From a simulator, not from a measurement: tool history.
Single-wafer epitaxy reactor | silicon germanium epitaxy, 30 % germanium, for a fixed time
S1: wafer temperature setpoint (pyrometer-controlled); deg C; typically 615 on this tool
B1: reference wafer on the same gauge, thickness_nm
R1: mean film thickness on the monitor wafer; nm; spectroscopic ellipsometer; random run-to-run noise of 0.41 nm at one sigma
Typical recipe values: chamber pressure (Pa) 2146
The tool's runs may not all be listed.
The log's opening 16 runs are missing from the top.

{"run": 17, "hour": 320.4, "S1": 615, "chamber pressure (Pa)": 2360, "B1": 64.966, "R1": 76.468}
{"run": 18, "hour": 354.4, "S1": 606, "chamber pressure (Pa)": 2386, "B1": 65.217, "R1": 65.101}
{"run": 19, "hour": 399.1, "S1": 615, "chamber pressure (Pa)": 2293, "B1": 65.019, "R1": 75.401}
{"run": 20, "hour": 424.4, "S1": 602, "chamber pressure (Pa)": 2493, "B1": 65.073, "R1": 61.82}
{"hour": 454.5, "done": "gauge calibrated"}
{"run": 21, "hour": 454.6, "S1": 626, "chamber pressure (Pa)": 1653, "B1": 64.963, "R1": 78.126}
{"run": 22, "hour": 471.3, "S1": 604, "chamber pressure (Pa)": 2146, "B1": 65.001, "R1": 59.459}
{"run": 23, "hour": 489.5, "S1": 615, "chamber pressure (Pa)": 2146, "B1": 65.115, "R1": 73.129}
{"run": 24, "hour": 524.6, "S1": 619, "chamber pressure (Pa)": 1880, "B1": 65.065, "R1": 73.446}
{"hour": 547.4, "done": "capacitance manometer re-zeroed and calibrated"}
{"run": 25, "hour": 547.9, "S1": 615, "chamber pressure (Pa)": 2520, "B1": 65.01, "R1": 80.521}
{"run": 26, "hour": 578.4, "S1": 603, "chamber pressure (Pa)": 2506, "B1": 65.036, "R1": 63.515}
{"run": 27, "hour": 606.2, "S1": 610, "chamber pressure (Pa)": 2146, "B1": 65.084, "R1": 67.49}
{"hour": 628.1, "done": "pyrometer calibrated"}
{"run": 28, "hour": 640.0, "S1": 604, "chamber pressure (Pa)": 2013, "B1": 65.066, "R1": 53.787}
{"run": 29, "hour": 662.4, "S1": 626, "chamber pressure (Pa)": 1653, "B1": 65.098, "R1": 73.81}
{"run": 30, "hour": 679.4, "S1": 624, "chamber pressure (Pa)": 1893, "B1": 65.102, "R1": 76.267}
{"run": 31, "hour": 703.4, "S1": 625, "chamber pressure (Pa)": 2293, "B1": 65.034, "R1": 88.231}
{"run": 32, "hour": 727.4, "S1": 600, "chamber pressure (Pa)": 2146, "B1": 64.991, "R1": 51.913}
{"run": 33, "hour": 762.4, "S1": 615, "chamber pressure (Pa)": 2146, "B1": 65.078, "R1": 69.889}
{"run": 34, "hour": 784.2, "S1": 615, "chamber pressure (Pa)": 1960, "B1": 65.181, "R1": 66.106}
{"run": 35, "hour": 806.1, "S1": 625, "chamber pressure (Pa)": 1960, "B1": 65.095, "R1": 80.972}
{"run": 36, "hour": 826.7, "S1": 615, "chamber pressure (Pa)": 2333, "B1": 65.083, "R1": 73.816}

3 ways to go on from here, each from the tool as it stands after run 36. What would each give?
{"run": "A", "hour": 827.1, "S1": 615, "chamber pressure (Pa)": 2146, "B1": "?", "R1": "?"}
{"run": "B", "hour": 827.1, "S1": 619, "chamber pressure (Pa)": 1933, "B1": "?", "R1": "?"}
{"run": "C", "hour": 827.1, "S1": 625, "chamber pressure (Pa)": 1653, "B1": "?", "R1": "?"}

run=A B1=65.205 R1=70.431
run=B B1=65.205 R1=71.697
run=C B1=65.205 R1=73.13
With no hidden state in the tool, these same runs would have given:
run=A R1=70.238
run=B R1=71.502
run=C R1=72.934
